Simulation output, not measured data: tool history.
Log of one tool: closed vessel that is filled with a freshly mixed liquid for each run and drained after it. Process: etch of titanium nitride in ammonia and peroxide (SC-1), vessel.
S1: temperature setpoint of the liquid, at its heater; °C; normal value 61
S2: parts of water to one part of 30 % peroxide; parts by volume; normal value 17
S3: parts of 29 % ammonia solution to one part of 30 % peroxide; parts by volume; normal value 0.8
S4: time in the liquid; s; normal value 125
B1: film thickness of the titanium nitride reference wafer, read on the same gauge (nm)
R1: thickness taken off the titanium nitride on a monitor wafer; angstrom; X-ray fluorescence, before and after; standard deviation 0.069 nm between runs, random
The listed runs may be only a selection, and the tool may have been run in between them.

run	hour	S1	S2	S3	S4	B1	R1
1	0	61	19	0.8	170	150.01	214
2	29.6	61	19	0.8	170	150	213.9
3	41.7	61	19	0.8	170	150	214.7
# hour 56.8: ammonia flow meter replaced
4	68.9	57	13	0.8	125	149.99	148
# hour 77.4: new drum of ammonia solution connected
5	96.6	61	23.5	0.8	125	149.94	142.9
6	123.4	53	11	0.6	125	149.97	120.1
# hour 131.4: thermometer replaced
7	138.9	66.5	17	0.8	75	150	130.7
8	170.8	61	17	0.8	60	150.01	73.4
9	196.8	61	17	0.65	125	149.96	147.6
10	223	56.5	17	1.1	125	150	119.1
11	237.5	61	17	0.8	125	149.98	151.6
12	262.6	61	19.5	0.8	125	150.01	141.6
13	280.5	61	17	0.9	125	150.02	155.9
14	301.1	61	24	0.8	125	150.03	125.7
15	400	56	13	0.9	125	150.01	129.1
# hour 411.1: gauge calibrated
16	430.1	55	17	0.8	125	149.97	101.4
17	449.7	61	22.5	0.8	125	150.04	130.2
# hour 505.5: new drum of ammonia solution connected
18	540.1	61	17	1.05	125	149.98	162.2
19	573	55.5	21.5	0.8	125	149.96	94.5
20	591.5	61	21	0.8	155	150.05	171
21	620.2	61	13	0.65	125	150	173.3
22	647.9	61	17	0.8	125	150.02	155
23	676.3	61	17	0.8	125	150.02	155.4
24	691.2	61	17	0.9	125	149.97	158.3
25	721.5	53.5	19.5	0.8	170	150.04	118.1
26	736.3	61	17	0.8	155	150	191.5
27	751.2	66	21.5	0.8	85	149.96	126.8

Hidden state or all else? Some run-to-run changes of R1, split into what the settings, what came in and random variation would give without the hidden state, and what is left for the hidden state (with any gauge scatter that isn't in both results):
The hidden state here: liquid hotter than its thermometer reads (K); ammonia flow below the setpoint (%); ammonia solution weaker than its label (%); gauge reads high (%).
Run 3 -> 4: S1 61 -> 57, S2 19 -> 13, S4 170 -> 125, ammonia flow meter replaced. R1 -66.7 angstrom: hidden state -5.1, all else -61.6.
Run 6 -> 7: S1 53 -> 66.5, S2 11 -> 17, S3 0.6 -> 0.8, S4 125 -> 75, thermometer replaced. R1 +10.6 angstrom: hidden state -13, all else +23.6.
Run 8 -> 9: S3 0.8 -> 0.65, S4 60 -> 125. R1 +74.2 angstrom: hidden state -0.3, all else +74.5.
Run 19 -> 20: S1 55.5 -> 61, S2 21.5 -> 21, S4 125 -> 155. R1 +76.5 angstrom: hidden state +1, all else +75.5.
